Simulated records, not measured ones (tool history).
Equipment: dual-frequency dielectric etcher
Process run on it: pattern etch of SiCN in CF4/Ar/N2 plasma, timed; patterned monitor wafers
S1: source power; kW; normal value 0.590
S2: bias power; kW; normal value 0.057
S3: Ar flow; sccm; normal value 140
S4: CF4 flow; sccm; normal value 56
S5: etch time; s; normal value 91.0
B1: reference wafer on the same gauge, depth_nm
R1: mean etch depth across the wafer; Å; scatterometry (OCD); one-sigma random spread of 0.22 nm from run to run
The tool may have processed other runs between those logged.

run,day,S1,S2,S3,S4,S5,B1,R1
1,0.000,0.590,0.066,140,56,91.0,68.0,783
2,1.388,0.590,0.066,140,56,91.0,67.9,790
3,2.350,0.590,0.066,140,56,91.0,67.9,788
4,3.646,0.590,0.057,140,65,91.0,67.9,743
5,4.679,0.590,0.057,140,65,91.0,68.0,740
6,5.538,0.590,0.057,140,65,91.0,68.1,745
7,6.658,0.590,0.057,140,64,91.0,68.0,746
# day 7.196: bias power generator calibrated
8,7.421,0.590,0.057,140,64,91.0,68.0,743
9,8.471,0.590,0.057,140,52,91.0,68.0,733
# day 8.996: source power generator calibrated
# day 11.375: gauge calibrated
10,11.642,0.590,0.057,140,56,91.0,67.9,771
# day 13.525: upper electrode replaced
11,13.546,0.590,0.057,140,70,70.5,68.0,610
12,13.592,0.590,0.044,108,56,91.0,68.0,712
13,14.733,0.590,0.057,140,63,91.0,68.0,782
# day 15.683: Ar flow controller replaced
# day 16.025: wet clean of the chamber
# day 16.233: CF4 flow controller replaced
14,16.254,0.590,0.057,140,56,91.0,68.0,752
15,18.554,0.590,0.057,164,60,71.5,68.0,580
16,19.325,0.590,0.070,117,47,91.0,68.0,841
17,19.850,0.590,0.057,140,56,82.5,68.0,682
18,21.042,0.590,0.062,140,60,91.0,68.0,790

Each row is a separate what-if for the run after 18, all from the same tool condition, not one after another. Results?
A,21.058,0.590,0.057,140,56,91.0,?,?
B,21.058,0.720,0.057,140,56,115.5,?,?
C,21.058,0.710,0.048,108,56,91.0,?,?
D,21.058,0.590,0.057,128,60,91.0,?,?

run,B1,R1
A,67.9,750
B,67.9,1170
C,67.9,876
D,67.9,767
Had the tool no hidden state, the same runs would have come out as:
run,R1
A,762
B,1189
C,891
D,779

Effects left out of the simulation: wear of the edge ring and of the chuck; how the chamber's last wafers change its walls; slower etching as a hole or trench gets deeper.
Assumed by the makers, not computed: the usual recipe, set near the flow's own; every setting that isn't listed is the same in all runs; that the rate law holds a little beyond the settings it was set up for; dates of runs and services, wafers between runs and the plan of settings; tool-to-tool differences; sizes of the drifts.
